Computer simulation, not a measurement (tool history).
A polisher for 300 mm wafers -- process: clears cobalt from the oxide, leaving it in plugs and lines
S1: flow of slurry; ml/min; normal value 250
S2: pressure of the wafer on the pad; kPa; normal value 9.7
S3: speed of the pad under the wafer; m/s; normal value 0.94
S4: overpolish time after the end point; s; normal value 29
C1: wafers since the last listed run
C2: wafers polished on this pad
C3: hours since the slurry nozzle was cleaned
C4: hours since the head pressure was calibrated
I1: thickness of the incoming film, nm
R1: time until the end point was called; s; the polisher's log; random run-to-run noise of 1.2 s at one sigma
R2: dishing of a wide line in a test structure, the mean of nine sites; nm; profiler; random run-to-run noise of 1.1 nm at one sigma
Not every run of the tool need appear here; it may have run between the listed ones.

Run 1, hour 0.0: usual settings but S2 8.3 kPa; C1 0; C2 2586; C3 444.6; C4 169.5; I1 229.7. Result: R1 102.3 s, R2 38.7 nm.
At hour 19.6: slurry nozzle cleaned.
Run 2, hour 32.0: usual settings; C1 235; C2 2822; C3 12.4; C4 201.5; I1 228.2. Result: R1 92.5 s, R2 40.3 nm.
At hour 43.6: worn pad replaced by a new one.
Run 3, hour 88.6: usual settings; C1 399; C2 341; C3 69.0; C4 258.1; I1 229.6. Result: R1 84.0 s, R2 43.1 nm.
Run 4, hour 126.2: usual settings; C1 285; C2 626; C3 106.6; C4 295.7; I1 231.4. Result: R1 85.2 s, R2 41.9 nm.
Run 5, hour 155.0: usual settings; C1 218; C2 845; C3 135.4; C4 324.5; I1 233.2. Result: R1 86.6 s, R2 43.7 nm.
Run 6, hour 221.1: usual settings; C1 501; C2 1346; C3 201.5; C4 390.6; I1 232.4. Result: R1 86.5 s, R2 43.2 nm.
Run 7, hour 281.4: usual settings; C1 457; C2 1804; C3 261.8; C4 450.9; I1 229.7. Result: R1 86.5 s, R2 41.8 nm.
Run 8, hour 342.8: usual settings; C1 465; C2 2270; C3 323.2; C4 512.3; I1 229.8. Result: R1 91.6 s, R2 43.9 nm.
Run 9, hour 375.6: usual settings; C1 248; C2 2519; C3 356.0; C4 545.1; I1 231.1. Result: R1 91.3 s, R2 42.0 nm.
At hour 395.1: worn pad replaced by a new one.
Run 10, hour 405.6: usual settings; C1 197; C2 79; C3 386.0; C4 575.1; I1 231.5. Result: R1 81.9 s, R2 44.6 nm.
At hour 444.8: slurry nozzle cleaned.
Run 11, hour 463.3: usual settings; C1 430; C2 510; C3 18.5; C4 632.8; I1 233.5. Result: R1 84.2 s, R2 42.5 nm.
Run 12, hour 562.0: usual settings but S1 210 ml/min, S3 0.70 m/s; C1 748; C2 1259; C3 117.2; C4 731.5; I1 234.0. Result: R1 115.1 s, R2 35.9 nm.
Run 13, hour 611.3: usual settings but S1 210 ml/min, S3 0.70 m/s; C1 374; C2 1633; C3 166.5; C4 780.8; I1 229.9. Result: R1 119.9 s, R2 35.1 nm.
Run 14, hour 648.5: usual settings but S1 210 ml/min, S3 0.70 m/s; C1 282; C2 1915; C3 203.7; C4 818.0; I1 228.9. Result: R1 115.7 s, R2 36.7 nm.
Run 15, hour 700.2: usual settings but S2 11.0 kPa, S3 1.04 m/s; C1 392; C2 2307; C3 255.4; C4 869.7; I1 230.1. Result: R1 72.6 s, R2 46.1 nm.
Run 16, hour 757.5: usual settings but S3 1.06 m/s; C1 434; C2 2742; C3 312.7; C4 927.0; I1 225.9. Result: R1 79.1 s, R2 43.1 nm.
Run 17, hour 793.8: usual settings but S4 17 s; C1 275; C2 3018; C3 349.0; C4 963.3; I1 232.2. Result: R1 93.2 s, R2 31.3 nm.
At hour 835.0: worn pad replaced by a new one.
Run 18, hour 849.9: usual settings; C1 395; C2 113; C3 405.1; C4 1019.4; I1 229.6. Result: R1 80.0 s, R2 42.5 nm.
At hour 898.2: slurry nozzle cleaned.
Run 19, hour 921.4: usual settings but S1 280 ml/min, S2 11.0 kPa, S3 1.18 m/s, S4 35 s; C1 534; C2 648; C3 23.2; C4 1090.9; I1 225.7. Result: R1 59.0 s, R2 51.0 nm.
Run 20, hour 974.2: usual settings; C1 400; C2 1048; C3 76.0; C4 1143.7; I1 230.4. Result: R1 86.4 s, R2 41.9 nm.
Run 21, hour 1037.2: usual settings but S1 285 ml/min, S3 0.66 m/s, S4 44 s; C1 478; C2 1527; C3 139.0; C4 1206.7; I1 231.9. Result: R1 121.0 s, R2 43.5 nm.
At hour 1094.6: head pressure recalibrated.
Run 22, hour 1106.9: usual settings but S1 275 ml/min, S4 37 s; C1 513; C2 2040; C3 208.7; C4 12.3; I1 229.1. Result: R1 86.7 s, R2 47.8 nm.
Run 23, hour 1138.2: usual settings; C1 237; C2 2278; C3 240.0; C4 43.6; I1 232.9. Result: R1 88.5 s, R2 41.6 nm.
Run 24, hour 1198.1: usual settings but S2 11.0 kPa, S3 0.72 m/s; C1 454; C2 2732; C3 299.9; C4 103.5; I1 230.6. Result: R1 108.5 s, R2 38.7 nm.
At hour 1218.0: worn pad replaced by a new one.
Run 25, hour 1241.2: usual settings but S1 220 ml/min, S2 11.7 kPa, S3 1.24 m/s; C1 296; C2 175; C3 343.0; C4 146.6; I1 230.0. Result: R1 56.6 s, R2 48.7 nm.
Run 26, hour 1289.6: usual settings but S1 225 ml/min, S2 11.7 kPa, S4 45 s; C1 367; C2 543; C3 391.4; C4 195.0; I1 232.6. Result: R1 75.3 s, R2 51.6 nm.
Run 27, hour 1320.2: usual settings but S1 215 ml/min, S3 1.16 m/s; C1 232; C2 775; C3 422.0; C4 225.6; I1 234.1. Result: R1 69.7 s, R2 45.7 nm.
At hour 1348.5: slurry nozzle cleaned.
Run 28, hour 1379.0: usual settings; C1 438; C2 1213; C3 30.5; C4 284.4; I1 231.1. Result: R1 85.1 s, R2 42.9 nm.
Run 29, hour 1435.4: usual settings but S4 38 s; C1 427; C2 1641; C3 86.9; C4 340.8; I1 225.9. Result: R1 83.8 s, R2 47.1 nm.
Run 30, hour 1592.1: usual settings; C1 1189; C2 2831; C3 243.6; C4 497.5; I1 227.5. Result: R1 91.9 s, R2 39.3 nm.
At hour 1606.6: worn pad replaced by a new one.
Run 31, hour 1670.6: usual settings but S1 225 ml/min; C1 565; C2 485; C3 322.1; C4 576.0; I1 229.5. Result: R1 83.6 s, R2 44.2 nm.
Run 32, hour 1722.4: usual settings but S1 215 ml/min, S2 12.4 kPa, S4 21 s; C1 393; C2 879; C3 373.9; C4 627.8; I1 229.0. Result: R1 74.7 s, R2 39.0 nm.
Run 33, hour 1772.2: usual settings but S1 170 ml/min, S2 6.2 kPa; C1 377; C2 1256; C3 423.7; C4 677.6; I1 230.4. Result: R1 114.8 s, R2 35.6 nm.

Same runs, no hidden state in the tool, same run-to-run variation:
Hidden state at play: removal rate lost through wear of the pad, %; slurry flow missing at the pad, %; deviation of the head's pressure from its setpoint, %.
run     R1    R2
  1   89.9  41.4
  2   80.3  43.1
  3   81.3  43.7
  4   81.4  42.8
  5   82.0  44.8
  6   80.2  44.8
  7   78.6  43.8
  8   81.5  46.4
  9   80.3  44.7
 10   81.4  44.7
 11   82.2  43.0
 12  108.9  37.0
 13  111.7  36.6
 14  106.5  38.5
 15   65.6  48.0
 16   70.1  45.4
 17   81.6  34.2
 18   79.5  42.6
 19   57.4  51.3
 20   82.6  42.7
 21  113.4  44.7
 22   79.4  49.4
 23   80.2  43.6
 24   96.3  41.2
 25   55.9  48.9
 26   73.2  51.9
 27   67.0  46.4
 28   80.4  44.0
 29   77.7  48.4
 30   80.8  41.8
 31   80.9  44.9
 32   71.1  40.1
 33  107.5  37.0
